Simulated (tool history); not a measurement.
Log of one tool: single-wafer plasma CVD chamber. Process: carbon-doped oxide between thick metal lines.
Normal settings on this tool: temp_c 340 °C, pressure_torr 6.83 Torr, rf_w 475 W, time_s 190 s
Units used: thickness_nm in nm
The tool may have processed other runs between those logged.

| run | hour | temp_c | pressure_torr | rf_w | time_s | read-back reference wafer on the same gauge, thickness_nm | thickness_nm |
|---|---|---|---|---|---|---|---|
| 1 | 0 | 340 | 6.83 | 475 | 190 | 1226.808 | 1055.654 |
| 2 | 52.9 | 340 | 6.83 | 475 | 190 | 1229.882 | 1062.469 |
| 3 | 82.1 | 340 | 6.83 | 475 | 190 | 1230.366 | 1051.533 |
| 4 | 123 | 340 | 6.83 | 475 | 190 | 1231.929 | 1056.083 |
| 5 | 150.7 | 340 | 6.83 | 475 | 190 | 1228.979 | 1060.951 |
| 6 | 194.4 | 340 | 6.83 | 475 | 190 | 1231.206 | 1060.118 |
| 7 | 246.6 | 340 | 6.83 | 475 | 190 | 1229.134 | 1062.104 |
| 8 | 294.3 | 340 | 6.83 | 475 | 190 | 1231.083 | 1055.029 |
| 9 | 358.3 | 335 | 7.29 | 415 | 200 | 1229.413 | 1054.887 |
| 10 | 416.8 | 333 | 6.2 | 560 | 153 | 1231.931 | 927.15 |
| 11 | 488.4 | 340 | 5.61 | 475 | 190 | 1231.995 | 1048.499 |
| 12 | 513.2 | 340 | 6.83 | 475 | 190 | 1230.997 | 1056.114 |
| 13 | 553.6 | 354 | 7.63 | 540 | 228 | 1230.053 | 1305.91 |
| 14 | 605.5 | 340 | 7.7 | 475 | 190 | 1228.594 | 1074.806 |
| 15 | 648.1 | 340 | 6.83 | 475 | 190 | 1228.845 | 1059.033 |
| 16 | 678.1 | 340 | 6.83 | 475 | 190 | 1229.599 | 1054.775 |
| 17 | 709.3 | 344 | 6.83 | 475 | 218 | 1228.574 | 1200.27 |
| 18 | 761.8 | 348 | 6.83 | 475 | 190 | 1230.715 | 1039.481 |
| 19 | 812.4 | 340 | 6.83 | 475 | 190 | 1230.477 | 1064.533 |
| 20 | 876.6 | 352 | 7.88 | 475 | 227 | 1231.811 | 1240.622 |
| 21 | 904.7 | 340 | 6.83 | 475 | 190 | 1226.292 | 1054.837 |
| 22 | 967 | 333 | 7.79 | 535 | 227 | 1228.806 | 1386.894 |
| 23 | 997.6 | 354 | 6.83 | 415 | 211 | 1229.882 | 1074.551 |
| 24 | 1039.2 | 340 | 6.83 | 475 | 190 | 1230.019 | 1067.384 |
| 25 | 1068.2 | 354 | 5.47 | 475 | 157 | 1230.258 | 818.27 |
| 26 | 1134 | 335 | 6.83 | 475 | 179 | 1230.32 | 1015.299 |
| 27 | 1193.9 | 340 | 7.9 | 435 | 190 | 1227.624 | 1028.191 |
| 28 | 1229.3 | 340 | 6.83 | 475 | 190 | 1230.308 | 1063.938 |

Removed from this log: 3 entries logged between the listed runs. Between which two listed runs does each belong, and how does the tool's hidden state at the listed run before it compare with that at the listed run after it?
After run 1, before run 2: gauge calibrated (hour 43.1)
  no hidden state differs between the two runs
After run 8, before run 9: showerhead replaced (hour 313.5)
  no hidden state differs between the two runs
After run 17, before run 18: thermocouple changed; heater temperature recalibrated (hour 717.4)
  no hidden state differs between the two runs

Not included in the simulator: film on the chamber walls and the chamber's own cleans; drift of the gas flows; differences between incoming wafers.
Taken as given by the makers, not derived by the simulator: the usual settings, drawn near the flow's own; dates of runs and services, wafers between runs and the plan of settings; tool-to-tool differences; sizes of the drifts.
